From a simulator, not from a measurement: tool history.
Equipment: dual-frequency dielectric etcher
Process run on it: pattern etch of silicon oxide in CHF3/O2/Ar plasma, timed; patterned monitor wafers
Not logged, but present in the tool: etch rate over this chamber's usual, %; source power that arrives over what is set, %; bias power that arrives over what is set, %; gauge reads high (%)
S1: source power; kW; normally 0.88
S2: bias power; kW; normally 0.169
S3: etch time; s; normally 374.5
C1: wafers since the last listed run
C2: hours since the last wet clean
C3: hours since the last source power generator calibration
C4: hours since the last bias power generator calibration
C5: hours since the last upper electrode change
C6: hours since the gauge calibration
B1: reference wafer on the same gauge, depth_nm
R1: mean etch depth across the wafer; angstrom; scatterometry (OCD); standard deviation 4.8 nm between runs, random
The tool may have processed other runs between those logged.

Run 1, hour 0: usual settings but S2 0.154 kW; C1 0; C2 205.3; C3 3952.6; C4 3282.9; C5 5050.1; C6 351.4; B1 843.1. Result: R1 8895 angstrom.
Run 2, hour 17.1: usual settings; C1 90; C2 222.4; C3 3969.7; C4 3300; C5 5067.2; C6 368.5; B1 843.3. Result: R1 9052 angstrom.
Run 3, hour 29.9: usual settings; C1 67; C2 235.2; C3 3982.5; C4 3312.8; C5 5080; C6 381.3; B1 843.9. Result: R1 8999 angstrom.
Run 4, hour 43.6: usual settings; C1 72; C2 248.9; C3 3996.2; C4 3326.5; C5 5093.7; C6 395; B1 842.9. Result: R1 8974 angstrom.
Run 5, hour 52.6: usual settings but S2 0.142 kW; C1 47; C2 257.9; C3 4005.2; C4 3335.5; C5 5102.7; C6 404; B1 843.1. Result: R1 8573 angstrom.
Run 6, hour 62.1: usual settings but S2 0.142 kW; C1 50; C2 267.4; C3 4014.7; C4 3345; C5 5112.2; C6 413.5; B1 844.5. Result: R1 8620 angstrom.
At hour 73.5: bias power generator calibrated.
Run 7, hour 74.7: usual settings; C1 45; C2 280; C3 4027.3; C4 1.2; C5 5124.8; C6 426.1; B1 844.3. Result: R1 9032 angstrom.
Run 8, hour 87.8: usual settings; C1 69; C2 293.1; C3 4040.4; C4 14.3; C5 5137.9; C6 439.2; B1 844. Result: R1 9038 angstrom.
Run 9, hour 95.2: usual settings but S1 0.99 kW; C1 39; C2 300.5; C3 4047.8; C4 21.7; C5 5145.3; C6 446.6; B1 843.8. Result: R1 9550 angstrom.
Run 10, hour 104.3: usual settings but S3 339.5 s; C1 48; C2 309.6; C3 4056.9; C4 30.8; C5 5154.4; C6 455.7; B1 844.7. Result: R1 8228 angstrom.
Run 11, hour 118.2: usual settings but S3 339.5 s; C1 73; C2 323.5; C3 4070.8; C4 44.7; C5 5168.3; C6 469.6; B1 844.1. Result: R1 8211 angstrom.
At hour 123.5: gauge calibrated.
Run 12, hour 131.4: usual settings but S3 441 s; C1 70; C2 336.7; C3 4084; C4 57.9; C5 5181.5; C6 7.9; B1 843.4. Result: R1 10718 angstrom.
Run 13, hour 142.7: usual settings but S1 0.71 kW; C1 59; C2 348; C3 4095.3; C4 69.2; C5 5192.8; C6 19.2; B1 844.1. Result: R1 8359 angstrom.
Run 14, hour 157.3: usual settings but S1 0.8 kW, S2 0.193 kW, S3 283 s; C1 77; C2 362.6; C3 4109.9; C4 83.8; C5 5207.4; C6 33.8; B1 844. Result: R1 6917 angstrom.
Run 15, hour 168.5: usual settings but S2 0.185 kW; C1 59; C2 373.8; C3 4121.1; C4 95; C5 5218.6; C6 45; B1 843.9. Result: R1 9409 angstrom.
Run 16, hour 184.5: usual settings but S2 0.186 kW, S3 459.5 s; C1 84; C2 389.8; C3 4137.1; C4 111; C5 5234.6; C6 61; B1 844.1. Result: R1 11396 angstrom.
Run 17, hour 203.2: usual settings but S3 417.5 s; C1 99; C2 408.5; C3 4155.8; C4 129.7; C5 5253.3; C6 79.7; B1 844.3. Result: R1 10179 angstrom.
Run 18, hour 213.1: usual settings; C1 52; C2 418.4; C3 4165.7; C4 139.6; C5 5263.2; C6 89.6; B1 843.3. Result: R1 8958 angstrom.
Run 19, hour 221.7: usual settings; C1 45; C2 427; C3 4174.3; C4 148.2; C5 5271.8; C6 98.2; B1 844.3. Result: R1 9094 angstrom.
At hour 254.5: upper electrode replaced.
At hour 262.2: wet clean of the chamber.
Run 20, hour 262.7: usual settings but S1 1.04 kW, S2 0.154 kW, S3 319.5 s; C1 49; C2 0.5; C3 4215.3; C4 189.2; C5 8.2; C6 139.2; B1 843.6. Result: R1 7892 angstrom.
Run 21, hour 263.1: usual settings but S1 0.96 kW, S2 0.135 kW, S3 486.5 s; C1 2; C2 0.9; C3 4215.7; C4 189.6; C5 8.6; C6 139.6; B1 844.6. Result: R1 11250 angstrom.
At hour 271.2: source power generator calibrated.
Run 22, hour 272.8: usual settings but S1 1.04 kW, S2 0.206 kW; C1 30; C2 10.6; C3 1.6; C4 199.3; C5 18.3; C6 149.3; B1 844.3. Result: R1 10271 angstrom.
Run 23, hour 284: usual settings; C1 59; C2 21.8; C3 12.8; C4 210.5; C5 29.5; C6 160.5; B1 843.4. Result: R1 9037 angstrom.
Run 24, hour 295.9: usual settings but S1 0.66 kW, S2 0.192 kW, S3 421 s; C1 63; C2 33.7; C3 24.7; C4 222.4; C5 41.4; C6 172.4; B1 843.8. Result: R1 9548 angstrom.
Run 25, hour 304.1: usual settings; C1 43; C2 41.9; C3 32.9; C4 230.6; C5 49.6; C6 180.6; B1 844.3. Result: R1 9066 angstrom.
Run 26, hour 319.4: usual settings; C1 81; C2 57.2; C3 48.2; C4 245.9; C5 64.9; C6 195.9; B1 843.9. Result: R1 9059 angstrom.
Run 27, hour 329.6: usual settings; C1 54; C2 67.4; C3 58.4; C4 256.1; C5 75.1; C6 206.1; B1 843.8. Result: R1 9145 angstrom.
Run 28, hour 354.9: usual settings but S1 0.7 kW, S2 0.151 kW, S3 476 s; C1 134; C2 92.7; C3 83.7; C4 281.4; C5 100.4; C6 231.4; B1 843.2. Result: R1 10114 angstrom.
Run 29, hour 364.5: usual settings but S2 0.184 kW; C1 50; C2 102.3; C3 93.3; C4 291; C5 110; C6 241; B1 844.8. Result: R1 9343 angstrom.
Run 30, hour 403.7: usual settings but S2 0.193 kW; C1 207; C2 141.5; C3 132.5; C4 330.2; C5 149.2; C6 280.2; B1 844.8. Result: R1 9477 angstrom.

Hidden state at the last listed run before each entry between runs and at the first one after, where it differs:
Run 6 -> run 7: bias power generator calibrated (hour 73.5)
  the hidden state is the same at both runs
Run 11 -> run 12: gauge calibrated (hour 123.5)
  the hidden state is the same at both runs
Run 19 -> run 20: upper electrode replaced (hour 254.5); wet clean of the chamber (hour 262.2)
  the hidden state is the same at both runs
Run 21 -> run 22: source power generator calibrated (hour 271.2)
  the hidden state is the same at both runs
